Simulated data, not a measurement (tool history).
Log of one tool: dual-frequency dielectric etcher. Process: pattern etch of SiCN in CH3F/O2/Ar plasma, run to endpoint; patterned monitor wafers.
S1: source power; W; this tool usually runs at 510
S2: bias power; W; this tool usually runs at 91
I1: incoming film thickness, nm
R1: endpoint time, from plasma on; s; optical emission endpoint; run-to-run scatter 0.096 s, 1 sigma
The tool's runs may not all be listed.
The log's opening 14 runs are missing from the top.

{"run": 15, "hour": 164.8, "S1": 510, "S2": 105, "I1": 6.44, "R1": 13.7}
{"hour": 196.1, "done": "wet clean of the chamber"}
{"run": 16, "hour": 196.6, "S1": 550, "S2": 91, "I1": 6.42, "R1": 13.3}
{"run": 17, "hour": 196.9, "S1": 590, "S2": 74, "I1": 6.41, "R1": 13.9}
{"run": 18, "hour": 240.8, "S1": 440, "S2": 80, "I1": 6.37, "R1": 15.0}
{"run": 19, "hour": 252.0, "S1": 510, "S2": 91, "I1": 6.47, "R1": 14.0}
{"run": 20, "hour": 303.4, "S1": 460, "S2": 107, "I1": 6.35, "R1": 13.4}
{"run": 21, "hour": 317.7, "S1": 390, "S2": 104, "I1": 6.37, "R1": 14.6}
{"hour": 350.3, "done": "upper electrode replaced, of another model than before"}
{"run": 22, "hour": 350.8, "S1": 510, "S2": 91, "I1": 6.36, "R1": 14.0}
{"run": 23, "hour": 351.2, "S1": 570, "S2": 108, "I1": 6.34, "R1": 13.0}
{"run": 24, "hour": 356.7, "S1": 440, "S2": 104, "I1": 6.38, "R1": 14.0}
{"run": 25, "hour": 368.7, "S1": 510, "S2": 103, "I1": 6.43, "R1": 13.8}
{"hour": 380.7, "done": "bias power generator calibrated"}
{"run": 26, "hour": 383.0, "S1": 430, "S2": 78, "I1": 6.37, "R1": 15.0}
{"run": 27, "hour": 394.0, "S1": 400, "S2": 83, "I1": 6.32, "R1": 14.9}
{"run": 28, "hour": 400.8, "S1": 510, "S2": 91, "I1": 6.48, "R1": 14.1}
{"run": 29, "hour": 416.2, "S1": 510, "S2": 79, "I1": 6.4, "R1": 14.5}
{"run": 30, "hour": 431.4, "S1": 510, "S2": 91, "I1": 6.37, "R1": 14.1}
{"run": 31, "hour": 440.3, "S1": 400, "S2": 97, "I1": 6.43, "R1": 14.7}
{"run": 32, "hour": 453.4, "S1": 600, "S2": 74, "I1": 6.35, "R1": 14.0}
{"run": 33, "hour": 463.1, "S1": 570, "S2": 81, "I1": 6.46, "R1": 14.3}
{"run": 34, "hour": 473.5, "S1": 510, "S2": 91, "I1": 6.38, "R1": 14.4}
{"run": 35, "hour": 481.5, "S1": 510, "S2": 91, "I1": 6.39, "R1": 14.2}
{"run": 36, "hour": 495.7, "S1": 510, "S2": 75, "I1": 6.39, "R1": 14.7}

Alternative continuations, all from the tool just after run 36; predict every row:
{"run": "A", "hour": 496.1, "S1": 510, "S2": 91, "I1": 6.37, "R1": "?"}
{"run": "B", "hour": 496.1, "S1": 510, "S2": 85, "I1": 6.37, "R1": "?"}
{"run": "C", "hour": 496.1, "S1": 510, "S2": 81, "I1": 6.37, "R1": "?"}

run=A R1=13.9
run=B R1=14.1
run=C R1=14.3
Stripped of hidden state, with their random variation kept, the same runs would have yielded:
run=A R1=13.2
run=B R1=13.4
run=C R1=13.6
